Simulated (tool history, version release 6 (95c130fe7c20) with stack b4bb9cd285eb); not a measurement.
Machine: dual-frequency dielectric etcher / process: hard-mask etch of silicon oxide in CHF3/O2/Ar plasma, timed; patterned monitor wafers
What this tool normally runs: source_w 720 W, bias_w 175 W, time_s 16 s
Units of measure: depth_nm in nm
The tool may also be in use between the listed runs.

run	hour	source_w	bias_w	time_s	read-back reference wafer on the same gauge, depth_nm	depth_nm
1	0	720	175	16	33.57	34.46
# hour 4.8: wet clean of the chamber
2	38.7	720	175	16	33.59	34.77
3	117.5	720	175	16	33.57	34.79
4	204.4	840	175	19	33.62	42.22
5	274.2	840	175	19	33.57	42.43
6	318	840	175	19	33.62	42.27
7	372.9	720	188	16	33.65	34.87
8	443.6	720	175	16	33.59	34.26
# hour 507.4: wet clean of the chamber
9	527.4	720	175	16	33.54	34.85
10	569.5	600	175	16	33.58	34.05
11	668.5	720	175	16	33.62	35.08
12	769.8	720	175	16	33.61	34.48
13	833.2	680	175	16	33.59	34.07
14	901.3	680	175	16	33.54	33.88
15	948.4	810	209	14.5	33.66	33.16
# hour 972.4: source power generator calibrated
# hour 1004.3: wet clean of the chamber
16	1037.3	810	209	14.5	33.55	33.65
# hour 1090.8: upper electrode replaced
17	1091.3	720	175	16	33.61	34.83
# hour 1094.7: gauge calibrated
18	1113.8	860	175	13	33.59	29.24
19	1171.7	720	188	16	33.62	35.29
20	1207.9	720	134	16	33.63	33.31
21	1245.9	720	175	16	33.6	34.8
22	1304.3	790	175	16	33.64	35.15
23	1390.1	590	199	18.5	33.62	39.27
# hour 1448.5: wet clean of the chamber
# hour 1478.7: bias power generator calibrated
24	1692.9	580	218	16	33.63	34.75
25	1791	720	175	16	33.63	34.32
26	1831.6	590	175	16	33.56	32.89
# hour 1899.7: wet clean of the chamber
27	1934.3	800	134	19.5	33.62	41.09
28	2038.7	720	175	16	33.62	34.47

4 ways to go on from here, each from the tool as it stands after run 28. What would each give?
A	2039.1	720	195	16	?	?
B	2039.1	880	197	13	?	?
C	2039.1	720	175	19	?	?
D	2039.1	790	148	13.5	?	?

run	read-back reference wafer on the same gauge, depth_nm	depth_nm
A	33.58	35.55
B	33.58	30.16
C	33.58	41.28
D	33.58	28.93
Without the tool's unlogged condition, the same runs would have read:
run	depth_nm
A	35.91
B	30.46
C	41.69
D	29.21

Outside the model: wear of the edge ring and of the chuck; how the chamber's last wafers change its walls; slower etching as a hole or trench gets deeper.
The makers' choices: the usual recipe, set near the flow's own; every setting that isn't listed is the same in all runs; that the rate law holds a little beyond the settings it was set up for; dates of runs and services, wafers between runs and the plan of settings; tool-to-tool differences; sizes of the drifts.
